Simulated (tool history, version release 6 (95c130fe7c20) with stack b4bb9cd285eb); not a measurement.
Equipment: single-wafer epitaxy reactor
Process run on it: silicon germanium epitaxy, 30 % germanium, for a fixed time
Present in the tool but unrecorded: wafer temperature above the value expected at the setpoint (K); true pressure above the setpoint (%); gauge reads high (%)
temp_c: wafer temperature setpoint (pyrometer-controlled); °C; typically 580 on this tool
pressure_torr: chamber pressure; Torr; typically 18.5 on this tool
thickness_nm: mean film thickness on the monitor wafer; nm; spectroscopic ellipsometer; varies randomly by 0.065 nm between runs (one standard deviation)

run	hour	temp_c	pressure_torr	wafers since the last listed run	hours since the last pyrometer calibration	hours since the last manometer calibration	hours since the showerhead was replaced	hours since the gauge calibration	read-back reference wafer on the same gauge, thickness_nm	thickness_nm
1	0.0	580	18.5	0	1595.7	2368.9	3440.7	27.1	36.805	40.259
2	19.2	580	18.5	232	1614.9	2388.1	3459.9	46.3	36.795	40.376
3	40.2	573	18.5	254	1635.9	2409.1	3480.9	67.3	36.813	34.471
4	68.9	587	18.5	347	1664.6	2437.8	3509.6	96.0	36.795	46.942
5	82.3	587	18.5	162	1678.0	2451.2	3523.0	109.4	36.796	46.881
6	185.9	580	22.2	1253	1781.6	2554.8	3626.6	213.0	36.780	42.632
7	216.5	580	22.2	370	1812.2	2585.4	3657.2	243.6	36.783	42.702
# hour 249.0: capacitance manometer re-zeroed and calibrated
# hour 256.9: pyrometer calibrated
8	257.4	580	18.5	302	0.5	8.4	3698.1	284.5	36.806	42.956
# hour 268.4: showerhead replaced
9	280.4	575	21.8	181	23.5	31.4	12.0	307.5	36.815	40.542
# hour 294.6: gauge calibrated
10	303.8	580	14.5	283	46.9	54.8	35.4	9.2	36.786	39.667
11	334.8	580	18.5	374	77.9	85.8	66.4	40.2	36.800	42.768
12	350.7	570	14.3	192	93.8	101.7	82.3	56.1	36.809	31.534
13	381.4	573	14.4	371	124.5	132.4	113.0	86.8	36.786	33.804
14	407.9	589	18.5	320	151.0	158.9	139.5	113.3	36.794	51.374
15	423.1	587	18.5	183	166.2	174.1	154.7	128.5	36.785	49.331
16	442.0	575	21.4	228	185.1	193.0	173.6	147.4	36.803	39.574
17	464.1	567	21.3	267	207.2	215.1	195.7	169.5	36.798	33.005

What would each run have given without the hidden state, its run-to-run variation left as it was?
run	thickness_nm
1	42.971
2	43.104
3	36.855
4	50.079
5	50.020
6	45.584
7	45.670
8	43.005
9	40.696
10	39.917
11	43.178
12	31.897
13	34.295
14	52.215
15	50.210
16	40.371
17	33.751
